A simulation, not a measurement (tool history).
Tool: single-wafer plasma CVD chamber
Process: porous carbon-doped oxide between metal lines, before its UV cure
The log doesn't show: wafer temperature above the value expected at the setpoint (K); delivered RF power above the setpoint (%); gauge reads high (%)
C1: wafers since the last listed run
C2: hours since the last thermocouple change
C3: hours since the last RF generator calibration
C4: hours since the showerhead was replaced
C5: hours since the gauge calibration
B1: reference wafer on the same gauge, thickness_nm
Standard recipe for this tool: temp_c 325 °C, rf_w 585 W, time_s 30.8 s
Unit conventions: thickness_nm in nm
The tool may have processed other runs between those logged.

Run 1, day 0.000: usual settings; C1 0; C2 1356.1; C3 1281.2; C4 3776.9; C5 238.9; B1 135.004. Result: thickness_nm 157.250 nm.
Run 2, day 0.721: usual settings; C1 363; C2 1373.4; C3 1298.5; C4 3794.2; C5 256.2; B1 135.118. Result: thickness_nm 157.471 nm.
At day 0.754: gauge calibrated.
Run 3, day 2.642: usual settings but temp_c 336 °C; C1 968; C2 1419.5; C3 1344.6; C4 3840.3; C5 45.3; B1 134.995. Result: thickness_nm 147.947 nm.
Run 4, day 3.133: usual settings but temp_c 336 °C; C1 247; C2 1431.3; C3 1356.4; C4 3852.1; C5 57.1; B1 134.959. Result: thickness_nm 149.044 nm.
Run 5, day 3.454: usual settings; C1 161; C2 1439.0; C3 1364.1; C4 3859.8; C5 64.8; B1 134.994. Result: thickness_nm 157.291 nm.
Run 6, day 3.862: usual settings; C1 205; C2 1448.8; C3 1373.9; C4 3869.6; C5 74.6; B1 135.040. Result: thickness_nm 157.633 nm.
Run 7, day 4.242: usual settings; C1 191; C2 1457.9; C3 1383.0; C4 3878.7; C5 83.7; B1 135.096. Result: thickness_nm 157.044 nm.
Run 8, day 4.975: usual settings; C1 369; C2 1475.5; C3 1400.6; C4 3896.3; C5 101.3; B1 135.155. Result: thickness_nm 156.580 nm.
At day 5.525: RF generator calibrated.
Run 9, day 5.546: usual settings; C1 119; C2 1489.2; C3 0.5; C4 3910.0; C5 115.0; B1 134.905. Result: thickness_nm 163.267 nm.
Run 10, day 7.442: usual settings but rf_w 640 W, time_s 33.1 s; C1 955; C2 1534.7; C3 46.0; C4 3955.5; C5 160.5; B1 134.962. Result: thickness_nm 190.396 nm.
Run 11, day 7.817: usual settings but rf_w 640 W, time_s 33.1 s; C1 189; C2 1543.7; C3 55.0; C4 3964.5; C5 169.5; B1 135.063. Result: thickness_nm 188.853 nm.
Run 12, day 8.746: usual settings but rf_w 640 W, time_s 33.1 s; C1 468; C2 1566.0; C3 77.3; C4 3986.8; C5 191.8; B1 134.999. Result: thickness_nm 189.409 nm.
At day 9.242: showerhead replaced.
Run 13, day 9.262: usual settings; C1 92; C2 1578.4; C3 89.7; C4 0.5; C5 204.2; B1 135.007. Result: thickness_nm 161.233 nm.
Run 14, day 9.738: usual settings; C1 239; C2 1589.8; C3 101.1; C4 11.9; C5 215.6; B1 134.941. Result: thickness_nm 162.085 nm.
At day 9.812: gauge calibrated.
Run 15, day 10.208: usual settings; C1 237; C2 1601.1; C3 112.4; C4 23.2; C5 9.5; B1 134.945. Result: thickness_nm 160.950 nm.
Run 16, day 10.779: usual settings but temp_c 329 °C, rf_w 530 W, time_s 25.6 s; C1 287; C2 1614.8; C3 126.1; C4 36.9; C5 23.2; B1 134.969. Result: thickness_nm 119.259 nm.
At day 11.400: thermocouple changed; heater temperature recalibrated.
Run 17, day 11.421: usual settings but rf_w 515 W; C1 155; C2 0.5; C3 141.5; C4 52.3; C5 38.6; B1 134.983. Result: thickness_nm 141.096 nm.
Run 18, day 11.617: usual settings but temp_c 334 °C, time_s 34.1 s; C1 98; C2 5.2; C3 146.2; C4 57.0; C5 43.3; B1 134.897. Result: thickness_nm 169.599 nm.
Run 19, day 12.121: usual settings but rf_w 525 W; C1 254; C2 17.3; C3 158.3; C4 69.1; C5 55.4; B1 135.066. Result: thickness_nm 144.182 nm.
Run 20, day 12.746: usual settings but temp_c 329 °C, rf_w 635 W, time_s 28.6 s; C1 315; C2 32.3; C3 173.3; C4 84.1; C5 70.4; B1 135.004. Result: thickness_nm 158.419 nm.
Run 21, day 13.425: usual settings but temp_c 336 °C; C1 342; C2 48.6; C3 189.6; C4 100.4; C5 86.7; B1 134.922. Result: thickness_nm 151.305 nm.
Run 22, day 13.933: usual settings but temp_c 333 °C, time_s 33.0 s; C1 256; C2 60.8; C3 201.8; C4 112.6; C5 98.9; B1 134.988. Result: thickness_nm 164.143 nm.
Run 23, day 14.192: usual settings but temp_c 336 °C; C1 130; C2 67.0; C3 208.0; C4 118.8; C5 105.1; B1 134.975. Result: thickness_nm 151.073 nm.
Run 24, day 14.575: usual settings; C1 193; C2 76.2; C3 217.2; C4 128.0; C5 114.3; B1 135.048. Result: thickness_nm 160.709 nm.
Run 25, day 14.988: usual settings but temp_c 332 °C, rf_w 490 W, time_s 24.7 s; C1 207; C2 86.1; C3 227.1; C4 137.9; C5 124.2; B1 134.950. Result: thickness_nm 103.054 nm.
Run 26, day 15.421: usual settings; C1 218; C2 96.5; C3 237.5; C4 148.3; C5 134.6; B1 134.973. Result: thickness_nm 160.439 nm.
Run 27, day 15.950: usual settings but temp_c 317 °C, rf_w 470 W, time_s 36.4 s; C1 266; C2 109.2; C3 250.2; C4 161.0; C5 147.3; B1 134.961. Result: thickness_nm 154.701 nm.
Run 28, day 16.692: usual settings but rf_w 695 W, time_s 25.3 s; C1 373; C2 127.0; C3 268.0; C4 178.8; C5 165.1; B1 135.074. Result: thickness_nm 154.890 nm.
Run 29, day 17.154: usual settings but rf_w 550 W, time_s 24.8 s; C1 233; C2 138.1; C3 279.1; C4 189.9; C5 176.2; B1 134.892. Result: thickness_nm 122.245 nm.
Run 30, day 17.483: usual settings but time_s 35.4 s; C1 165; C2 146.0; C3 287.0; C4 197.8; C5 184.1; B1 135.127. Result: thickness_nm 182.601 nm.

Hidden state or all else? Some run-to-run changes of thickness_nm, split into what the settings, what came in and random variation would give without the hidden state, and what is left for the hidden state (with any gauge scatter that isn't in both results):
Run 8 -> 9: RF generator calibrated. thickness_nm +6.687 nm: hidden state +5.689, all else +0.998.
Run 24 -> 25: temp_c 325 -> 332, rf_w 585 -> 490, time_s 30.8 -> 24.7. thickness_nm -57.655 nm: hidden state +0.647, all else -58.302.
Run 25 -> 26: temp_c 332 -> 325, rf_w 490 -> 585, time_s 24.7 -> 30.8. thickness_nm +57.385 nm: hidden state -0.819, all else +58.204.
Run 29 -> 30: rf_w 550 -> 585, time_s 24.8 -> 35.4. thickness_nm +60.356 nm: hidden state -1.355, all else +61.711.
